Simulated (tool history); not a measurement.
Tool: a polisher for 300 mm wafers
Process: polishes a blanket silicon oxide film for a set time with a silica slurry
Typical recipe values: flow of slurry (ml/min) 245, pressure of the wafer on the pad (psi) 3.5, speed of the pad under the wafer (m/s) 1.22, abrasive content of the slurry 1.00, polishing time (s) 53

run	hour	flow of slurry (ml/min)	pressure of the wafer on the pad (psi)	speed of the pad under the wafer (m/s)	abrasive content of the slurry	polishing time (s)	incoming thickness of the incoming film, nm	film removed (nm)
1	0.0	310	3.5	1.22	1.00	53	1504.8	130.1
# hour 13.6: worn pad replaced by a new one
# hour 23.7: slurry blender recalibrated
2	24.2	310	3.5	1.22	1.00	53	1492.0	138.7
3	56.0	245	3.5	1.22	1.00	53	1502.4	137.5
4	75.2	245	3.5	1.22	1.00	53	1495.3	136.2
# hour 105.5: worn pad replaced by a new one
5	108.5	245	3.5	1.22	1.00	53	1500.3	133.7
6	140.8	245	3.5	1.22	1.00	53	1520.4	132.6
7	153.4	245	3.5	1.22	1.00	53	1510.5	133.2
8	172.0	245	3.5	1.22	1.00	53	1505.6	132.2
9	184.6	245	3.5	1.22	1.00	53	1478.0	133.3
10	207.3	245	3.5	1.22	1.00	53	1529.6	129.9
# hour 216.8: conditioning disc replaced and pad reconditioned
# hour 217.3: worn pad replaced by a new one
11	235.6	200	2.6	1.50	0.70	53	1495.7	92.6
# hour 249.4: slurry blender recalibrated
12	264.5	245	2.8	0.98	0.90	43	1484.2	75.2
13	291.1	200	2.6	1.50	0.70	53	1510.5	96.7
# hour 302.4: head pressure recalibrated
14	319.4	245	3.5	1.38	1.00	53	1504.7	144.6
# hour 327.3: worn pad replaced by a new one, of another model than before
15	331.8	245	3.5	1.22	1.00	53	1492.6	136.3
16	361.1	245	3.5	1.22	1.00	53	1464.8	135.5
# hour 375.8: slurry nozzle cleaned
17	396.9	245	3.5	1.22	0.85	36	1525.5	83.4
# hour 420.2: worn pad replaced by a new one
18	487.7	245	3.5	1.22	0.90	53	1498.9	121.8
19	513.6	245	3.5	0.98	1.00	53	1519.8	118.7

Hidden state or all else? Some run-to-run changes of film removed (nm), split into what the settings, what came in and random variation would give without the hidden state, and what is left for the hidden state (with any gauge scatter that isn't in both results):
The tool's hidden condition here consists of: removal rate lost through wear of the pad, %; slurry flow missing at the pad, %; deviation of the head's pressure from its setpoint, %; abrasive missing from the slurry, %; time polished since the conditioner stopped cutting, s.
Run 1 -> 2: worn pad replaced by a new one, slurry blender recalibrated. film removed (nm) +8.6: hidden state +10.2, all else -1.6.
Run 16 -> 17: abrasive content of the slurry 1.00 -> 0.85, polishing time (s) 53 -> 36, slurry nozzle cleaned. film removed (nm) -52.1: hidden state -0.3, all else -51.8.
